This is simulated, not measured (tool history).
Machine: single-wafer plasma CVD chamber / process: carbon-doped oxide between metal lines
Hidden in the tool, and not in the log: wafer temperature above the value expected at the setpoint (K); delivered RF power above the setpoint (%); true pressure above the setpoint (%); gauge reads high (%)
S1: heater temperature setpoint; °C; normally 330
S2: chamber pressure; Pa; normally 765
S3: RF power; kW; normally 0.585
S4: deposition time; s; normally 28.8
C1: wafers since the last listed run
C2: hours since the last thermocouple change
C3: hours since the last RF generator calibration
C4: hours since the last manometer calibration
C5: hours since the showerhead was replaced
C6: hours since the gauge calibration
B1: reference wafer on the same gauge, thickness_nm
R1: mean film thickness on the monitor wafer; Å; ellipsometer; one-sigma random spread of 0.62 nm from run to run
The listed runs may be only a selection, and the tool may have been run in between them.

| run | day | S1 | S2 | S3 | S4 | C1 | C2 | C3 | C4 | C5 | C6 | B1 | R1 |
|---|---|---|---|---|---|---|---|---|---|---|---|---|---|
| 1 | 0.000 | 330 | 765 | 0.585 | 28.8 | 0 | 275.1 | 971.0 | 1029.3 | 6806.1 | 900.3 | 176.167 | 1854.60 |
| 2 | 2.038 | 330 | 765 | 0.585 | 28.8 | 847 | 324.0 | 1019.9 | 1078.2 | 6855.0 | 949.2 | 176.084 | 1855.09 |
| 3 | 5.017 | 330 | 765 | 0.585 | 28.8 | 1239 | 395.5 | 1091.4 | 1149.7 | 6926.5 | 1020.7 | 175.849 | 1874.23 |
| 4 | 6.692 | 330 | 765 | 0.585 | 28.8 | 696 | 435.7 | 1131.6 | 1189.9 | 6966.7 | 1060.9 | 175.964 | 1847.88 |
| 5 | 9.471 | 330 | 765 | 0.585 | 28.8 | 1156 | 502.4 | 1198.3 | 1256.6 | 7033.4 | 1127.6 | 175.871 | 1868.42 |
| 6 | 11.729 | 338 | 765 | 0.585 | 28.8 | 939 | 556.6 | 1252.5 | 1310.8 | 7087.6 | 1181.8 | 175.795 | 1810.16 |
| 7 | 12.962 | 338 | 765 | 0.585 | 28.8 | 513 | 586.2 | 1282.1 | 1340.4 | 7117.2 | 1211.4 | 175.964 | 1826.32 |
| 8 | 14.538 | 338 | 765 | 0.585 | 28.8 | 655 | 624.0 | 1319.9 | 1378.2 | 7155.0 | 1249.2 | 175.867 | 1818.67 |
| 9 | 15.979 | 330 | 765 | 0.585 | 28.8 | 599 | 658.6 | 1354.5 | 1412.8 | 7189.6 | 1283.8 | 176.219 | 1861.98 |
| 10 | 16.996 | 330 | 765 | 0.585 | 28.8 | 422 | 683.0 | 1378.9 | 1437.2 | 7214.0 | 1308.2 | 175.897 | 1878.76 |
| 11 | 19.408 | 330 | 765 | 0.535 | 28.8 | 1003 | 740.9 | 1436.8 | 1495.1 | 7271.9 | 1366.1 | 175.720 | 1804.39 |
|  | 22.242 | showerhead replaced, of another model than before |
| 12 | 22.262 | 323 | 601 | 0.530 | 31.4 | 1048 | 809.4 | 1505.3 | 1563.6 | 0.5 | 1434.6 | 176.018 | 2020.11 |
|  | 22.708 | RF generator calibrated |
| 13 | 24.188 | 334 | 765 | 0.585 | 26.6 | 662 | 855.6 | 35.5 | 1609.8 | 46.7 | 1480.8 | 175.988 | 1712.58 |
| 14 | 26.088 | 330 | 765 | 0.585 | 28.8 | 790 | 901.2 | 81.1 | 1655.4 | 92.3 | 1526.4 | 175.973 | 1896.70 |
| 15 | 28.638 | 330 | 905 | 0.535 | 28.8 | 1060 | 962.4 | 142.3 | 1716.6 | 153.5 | 1587.6 | 176.051 | 1851.19 |
|  | 30.050 | gauge calibrated |
| 16 | 31.192 | 336 | 625 | 0.475 | 28.8 | 1062 | 1023.7 | 203.6 | 1777.9 | 214.8 | 27.4 | 175.799 | 1721.80 |
| 17 | 32.817 | 317 | 765 | 0.585 | 26.7 | 676 | 1062.7 | 242.6 | 1816.9 | 253.8 | 66.4 | 176.024 | 1849.62 |
|  | 35.192 | thermocouple changed; heater temperature recalibrated |
| 18 | 38.688 | 323 | 601 | 0.530 | 31.4 | 2303 | 83.9 | 383.5 | 1957.8 | 394.7 | 207.3 | 175.766 | 1986.75 |
|  | 39.033 | capacitance manometer re-zeroed and calibrated |
| 19 | 40.929 | 330 | 765 | 0.615 | 27.3 | 793 | 137.7 | 437.3 | 45.5 | 448.5 | 261.1 | 175.837 | 1785.54 |
| 20 | 41.946 | 336 | 648 | 0.675 | 31.8 | 422 | 162.1 | 461.7 | 69.9 | 472.9 | 285.5 | 175.932 | 2049.79 |
| 21 | 43.121 | 338 | 765 | 0.585 | 31.7 | 488 | 190.3 | 489.9 | 98.1 | 501.1 | 313.7 | 175.983 | 1983.15 |
| 22 | 49.875 | 338 | 765 | 0.585 | 28.8 | 2809 | 352.4 | 652.0 | 260.2 | 663.2 | 475.8 | 175.831 | 1815.25 |

Measured result minus the same run's result without the hidden state. Both carry the same run-to-run variation, though not necessarily the same gauge scatter:
| run | R1 |
|---|---|
| 1 | +11.86 |
| 2 | +13.80 |
| 3 | +16.79 |
| 4 | +18.13 |
| 5 | +20.97 |
| 6 | +20.38 |
| 7 | +21.60 |
| 8 | +22.84 |
| 9 | +27.07 |
| 10 | +28.29 |
| 11 | +29.39 |
| 12 | +37.91 |
| 13 | +30.08 |
| 14 | +37.35 |
| 15 | +38.85 |
| 16 | +35.28 |
| 17 | +48.84 |
| 18 | +8.71 |
| 19 | +9.69 |
| 20 | +11.16 |
| 21 | +11.80 |
| 22 | +16.49 |
